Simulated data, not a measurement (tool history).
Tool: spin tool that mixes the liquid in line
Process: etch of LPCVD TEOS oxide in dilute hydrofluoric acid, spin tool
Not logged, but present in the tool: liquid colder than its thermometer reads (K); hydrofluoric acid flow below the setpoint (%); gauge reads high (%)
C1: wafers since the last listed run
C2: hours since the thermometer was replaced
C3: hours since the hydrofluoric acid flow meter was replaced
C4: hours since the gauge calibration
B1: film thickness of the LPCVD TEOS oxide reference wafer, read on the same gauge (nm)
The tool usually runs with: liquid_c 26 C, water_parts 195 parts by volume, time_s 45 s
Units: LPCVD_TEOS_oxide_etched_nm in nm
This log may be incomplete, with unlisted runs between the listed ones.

run 1 hour=0 | liquid_c=26 water_parts=195 time_s=45 | C1=0 C2=221 C3=428.7 C4=2041.6 | B1=87.62 | LPCVD_TEOS_oxide_etched_nm=5.95
run 2 hour=53.1 | liquid_c=26 water_parts=195 time_s=45 | C1=737 C2=274.1 C3=481.8 C4=2094.7 | B1=87.52 | LPCVD_TEOS_oxide_etched_nm=5.93
run 3 hour=101 | liquid_c=26 water_parts=195 time_s=45 | C1=665 C2=322 C3=529.7 C4=2142.6 | B1=87.44 | LPCVD_TEOS_oxide_etched_nm=6.03
run 4 hour=389.3 | liquid_c=26 water_parts=235 time_s=60 | C1=4005 C2=610.3 C3=818 C4=2430.9 | B1=86.85 | LPCVD_TEOS_oxide_etched_nm=6.26
run 5 hour=478.9 | liquid_c=26 water_parts=235 time_s=60 | C1=1244 C2=699.9 C3=907.6 C4=2520.5 | B1=86.64 | LPCVD_TEOS_oxide_etched_nm=6.21
run 6 hour=536.8 | liquid_c=26 water_parts=235 time_s=60 | C1=804 C2=757.8 C3=965.5 C4=2578.4 | B1=86.51 | LPCVD_TEOS_oxide_etched_nm=6.23
-- hour=580.1 gauge calibrated
run 7 hour=625.9 | liquid_c=26 water_parts=195 time_s=45 | C1=1237 C2=846.9 C3=1054.6 C4=45.8 | B1=90.21 | LPCVD_TEOS_oxide_etched_nm=6.1
run 8 hour=724.8 | liquid_c=26 water_parts=195 time_s=45 | C1=1373 C2=945.8 C3=1153.5 C4=144.7 | B1=90.17 | LPCVD_TEOS_oxide_etched_nm=6.22
run 9 hour=761.5 | liquid_c=26 water_parts=195 time_s=45 | C1=509 C2=982.5 C3=1190.2 C4=181.4 | B1=90.18 | LPCVD_TEOS_oxide_etched_nm=6.11
run 10 hour=827.5 | liquid_c=26 water_parts=195 time_s=45 | C1=916 C2=1048.5 C3=1256.2 C4=247.4 | B1=90.17 | LPCVD_TEOS_oxide_etched_nm=6.1
run 11 hour=891.7 | liquid_c=24 water_parts=195 time_s=45 | C1=891 C2=1112.7 C3=1320.4 C4=311.6 | B1=90.17 | LPCVD_TEOS_oxide_etched_nm=5.67
run 12 hour=940.6 | liquid_c=24 water_parts=195 time_s=45 | C1=679 C2=1161.6 C3=1369.3 C4=360.5 | B1=90.14 | LPCVD_TEOS_oxide_etched_nm=5.76
run 13 hour=1012.8 | liquid_c=24 water_parts=195 time_s=45 | C1=1002 C2=1233.8 C3=1441.5 C4=432.7 | B1=90.12 | LPCVD_TEOS_oxide_etched_nm=5.68
run 14 hour=1106.2 | liquid_c=26 water_parts=195 time_s=45 | C1=1297 C2=1327.2 C3=1534.9 C4=526.1 | B1=90.07 | LPCVD_TEOS_oxide_etched_nm=6.14
run 15 hour=1160.5 | liquid_c=28.5 water_parts=195 time_s=45 | C1=754 C2=1381.5 C3=1589.2 C4=580.4 | B1=90.04 | LPCVD_TEOS_oxide_etched_nm=6.65
-- hour=1194.6 hydrofluoric acid flow meter replaced
run 16 hour=1252.9 | liquid_c=26 water_parts=195 time_s=45 | C1=1269 C2=1473.9 C3=58.3 C4=672.8 | B1=89.99 | LPCVD_TEOS_oxide_etched_nm=6.05
run 17 hour=1517.4 | liquid_c=24 water_parts=195 time_s=60 | C1=3674 C2=1738.4 C3=322.8 C4=937.3 | B1=89.8 | LPCVD_TEOS_oxide_etched_nm=7.59
run 18 hour=1624.2 | liquid_c=23.5 water_parts=295 time_s=25 | C1=1483 C2=1845.2 C3=429.6 C4=1044.1 | B1=89.7 | LPCVD_TEOS_oxide_etched_nm=1.85
run 19 hour=1678 | liquid_c=26 water_parts=275 time_s=70 | C1=747 C2=1899 C3=483.4 C4=1097.9 | B1=89.67 | LPCVD_TEOS_oxide_etched_nm=6.18
-- hour=1716 thermometer replaced
run 20 hour=1754.8 | liquid_c=26 water_parts=195 time_s=25 | C1=1053 C2=38.8 C3=560.2 C4=1174.7 | B1=89.56 | LPCVD_TEOS_oxide_etched_nm=3.34
run 21 hour=1855.6 | liquid_c=28 water_parts=255 time_s=25 | C1=1400 C2=139.6 C3=661 C4=1275.5 | B1=89.48 | LPCVD_TEOS_oxide_etched_nm=2.59
run 22 hour=1913.1 | liquid_c=21 water_parts=195 time_s=35 | C1=798 C2=197.1 C3=718.5 C4=1333 | B1=89.41 | LPCVD_TEOS_oxide_etched_nm=3.94
run 23 hour=1956.3 | liquid_c=22.5 water_parts=225 time_s=30 | C1=600 C2=240.3 C3=761.7 C4=1376.2 | B1=89.34 | LPCVD_TEOS_oxide_etched_nm=2.98
run 24 hour=2046.4 | liquid_c=21.5 water_parts=125 time_s=25 | C1=1251 C2=330.4 C3=851.8 C4=1466.3 | B1=89.26 | LPCVD_TEOS_oxide_etched_nm=4.84
run 25 hour=2142.6 | liquid_c=26 water_parts=120 time_s=45 | C1=1336 C2=426.6 C3=948 C4=1562.5 | B1=89.11 | LPCVD_TEOS_oxide_etched_nm=10.58
run 26 hour=2331.3 | liquid_c=21.5 water_parts=290 time_s=35 | C1=2621 C2=615.3 C3=1136.7 C4=1751.2 | B1=88.82 | LPCVD_TEOS_oxide_etched_nm=2.44
run 27 hour=2411.8 | liquid_c=26 water_parts=195 time_s=45 | C1=1118 C2=695.8 C3=1217.2 C4=1831.7 | B1=88.7 | LPCVD_TEOS_oxide_etched_nm=6.01
run 28 hour=2450.1 | liquid_c=26 water_parts=195 time_s=55 | C1=532 C2=734.1 C3=1255.5 C4=1870 | B1=88.64 | LPCVD_TEOS_oxide_etched_nm=7.34
run 29 hour=2502 | liquid_c=26 water_parts=195 time_s=35 | C1=720 C2=786 C3=1307.4 C4=1921.9 | B1=88.56 | LPCVD_TEOS_oxide_etched_nm=4.69
run 30 hour=2562.8 | liquid_c=26 water_parts=195 time_s=45 | C1=844 C2=846.8 C3=1368.2 C4=1982.7 | B1=88.43 | LPCVD_TEOS_oxide_etched_nm=6.05
run 31 hour=2603.9 | liquid_c=23.5 water_parts=265 time_s=45 | C1=570 C2=887.9 C3=1409.3 C4=2023.8 | B1=88.34 | LPCVD_TEOS_oxide_etched_nm=3.77
run 32 hour=2644.3 | liquid_c=31 water_parts=140 time_s=65 | C1=561 C2=928.3 C3=1449.7 C4=2064.2 | B1=88.3 | LPCVD_TEOS_oxide_etched_nm=15.37

5 ways to go on from here, each from the tool as it stands after run 32. What would each give?
run A hour=2644.7 | liquid_c=26 water_parts=270 time_s=45 | C1=5 C2=928.7 C3=1450.1 C4=2064.6 | B1=? | LPCVD_TEOS_oxide_etched_nm=?
run B hour=2644.7 | liquid_c=28.5 water_parts=285 time_s=55 | C1=5 C2=928.7 C3=1450.1 C4=2064.6 | B1=? | LPCVD_TEOS_oxide_etched_nm=?
run C hour=2644.7 | liquid_c=24 water_parts=280 time_s=45 | C1=5 C2=928.7 C3=1450.1 C4=2064.6 | B1=? | LPCVD_TEOS_oxide_etched_nm=?
run D hour=2644.7 | liquid_c=26 water_parts=150 time_s=45 | C1=5 C2=928.7 C3=1450.1 C4=2064.6 | B1=? | LPCVD_TEOS_oxide_etched_nm=?
run E hour=2644.7 | liquid_c=29.5 water_parts=195 time_s=35 | C1=5 C2=928.7 C3=1450.1 C4=2064.6 | B1=? | LPCVD_TEOS_oxide_etched_nm=?

run=A B1=88.28 LPCVD_TEOS_oxide_etched_nm=4.06
run=B B1=88.28 LPCVD_TEOS_oxide_etched_nm=5.03
run=C B1=88.28 LPCVD_TEOS_oxide_etched_nm=3.61
run=D B1=88.28 LPCVD_TEOS_oxide_etched_nm=8.34
run=E B1=88.28 LPCVD_TEOS_oxide_etched_nm=5.37
What these runs would have given with no unlogged condition in the tool:
run=A LPCVD_TEOS_oxide_etched_nm=4.13
run=B LPCVD_TEOS_oxide_etched_nm=5.13
run=C LPCVD_TEOS_oxide_etched_nm=3.68
run=D LPCVD_TEOS_oxide_etched_nm=8.51
run=E LPCVD_TEOS_oxide_etched_nm=5.47

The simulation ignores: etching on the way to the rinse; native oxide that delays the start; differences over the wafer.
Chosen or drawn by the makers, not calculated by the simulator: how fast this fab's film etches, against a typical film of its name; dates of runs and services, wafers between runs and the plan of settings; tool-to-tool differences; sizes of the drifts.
